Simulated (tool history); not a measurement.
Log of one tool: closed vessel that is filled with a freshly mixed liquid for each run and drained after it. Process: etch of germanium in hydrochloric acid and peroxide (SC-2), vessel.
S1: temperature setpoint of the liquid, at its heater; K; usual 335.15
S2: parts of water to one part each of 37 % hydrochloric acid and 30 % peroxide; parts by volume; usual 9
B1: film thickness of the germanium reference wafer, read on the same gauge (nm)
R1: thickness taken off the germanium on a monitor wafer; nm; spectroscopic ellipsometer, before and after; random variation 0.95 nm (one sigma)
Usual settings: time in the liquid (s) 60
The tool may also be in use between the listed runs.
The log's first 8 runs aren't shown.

run 9 hour=229.2 | S1=335.15 S2=9 time_in_the_liquid_(s)=50 | B1=60.64 | R1=181.53
run 10 hour=251.3 | S1=331.15 S2=10.5 time_in_the_liquid_(s)=60 | B1=60.73 | R1=191.42
run 11 hour=272.7 | S1=341.15 S2=6 time_in_the_liquid_(s)=80 | B1=60.77 | R1=359.7
run 12 hour=302.8 | S1=335.15 S2=13 time_in_the_liquid_(s)=60 | B1=60.81 | R1=208.85
run 13 hour=323.3 | S1=335.15 S2=7.5 time_in_the_liquid_(s)=60 | B1=60.91 | R1=225.52
run 14 hour=352.9 | S1=335.15 S2=9 time_in_the_liquid_(s)=60 | B1=60.96 | R1=221.18
run 15 hour=387.1 | S1=328.15 S2=5 time_in_the_liquid_(s)=40 | B1=61.03 | R1=122.18
run 16 hour=404.4 | S1=335.15 S2=5 time_in_the_liquid_(s)=30 | B1=61.07 | R1=113.79
-- hour=413.1 new drum of peroxide connected
run 17 hour=429.4 | S1=335.15 S2=5.5 time_in_the_liquid_(s)=95 | B1=61.12 | R1=361.08
run 18 hour=449.5 | S1=335.15 S2=9 time_in_the_liquid_(s)=60 | B1=61.16 | R1=221.15
run 19 hour=483.1 | S1=335.15 S2=9 time_in_the_liquid_(s)=60 | B1=61.27 | R1=220.86
run 20 hour=497.7 | S1=326.65 S2=5.5 time_in_the_liquid_(s)=75 | B1=61.29 | R1=220.14
run 21 hour=518.6 | S1=342.65 S2=9 time_in_the_liquid_(s)=45 | B1=61.34 | R1=205.09
run 22 hour=536.9 | S1=335.15 S2=9 time_in_the_liquid_(s)=60 | B1=61.39 | R1=222.04
-- hour=549.4 gauge calibrated
-- hour=555.3 chemicals flow meter replaced
run 23 hour=560.9 | S1=331.65 S2=6.5 time_in_the_liquid_(s)=80 | B1=59.82 | R1=264.23
run 24 hour=596.7 | S1=335.15 S2=9 time_in_the_liquid_(s)=60 | B1=59.9 | R1=216.55
-- hour=602.5 thermometer replaced
run 25 hour=696.5 | S1=327.65 S2=13 time_in_the_liquid_(s)=45 | B1=60.17 | R1=123.75
run 26 hour=730 | S1=325.65 S2=12 time_in_the_liquid_(s)=35 | B1=60.22 | R1=92.84
run 27 hour=756.7 | S1=339.15 S2=9 time_in_the_liquid_(s)=60 | B1=60.31 | R1=243.5
run 28 hour=783.8 | S1=330.15 S2=9 time_in_the_liquid_(s)=60 | B1=60.39 | R1=188.25
run 29 hour=805.4 | S1=335.15 S2=9 time_in_the_liquid_(s)=90 | B1=60.41 | R1=326.56
run 30 hour=824.9 | S1=342.15 S2=9 time_in_the_liquid_(s)=60 | B1=60.49 | R1=266.12

4 ways to go on from here, each from the tool as it stands after run 30. What would each give?
run A hour=825.6 | S1=335.15 S2=9 time_in_the_liquid_(s)=60 | B1=? | R1=?
run B hour=825.6 | S1=338.15 S2=9 time_in_the_liquid_(s)=60 | B1=? | R1=?
run C hour=825.6 | S1=335.15 S2=5.5 time_in_the_liquid_(s)=60 | B1=? | R1=?
run D hour=825.6 | S1=327.65 S2=11 time_in_the_liquid_(s)=60 | B1=? | R1=?

run=A B1=60.46 R1=218.71
run=B B1=60.46 R1=238.48
run=C B1=60.46 R1=226.19
run=D B1=60.46 R1=171.32
Without the tool's hidden state the same runs would have given:
run=A R1=217.04
run=B R1=236.66
run=C R1=224.47
run=D R1=170.01
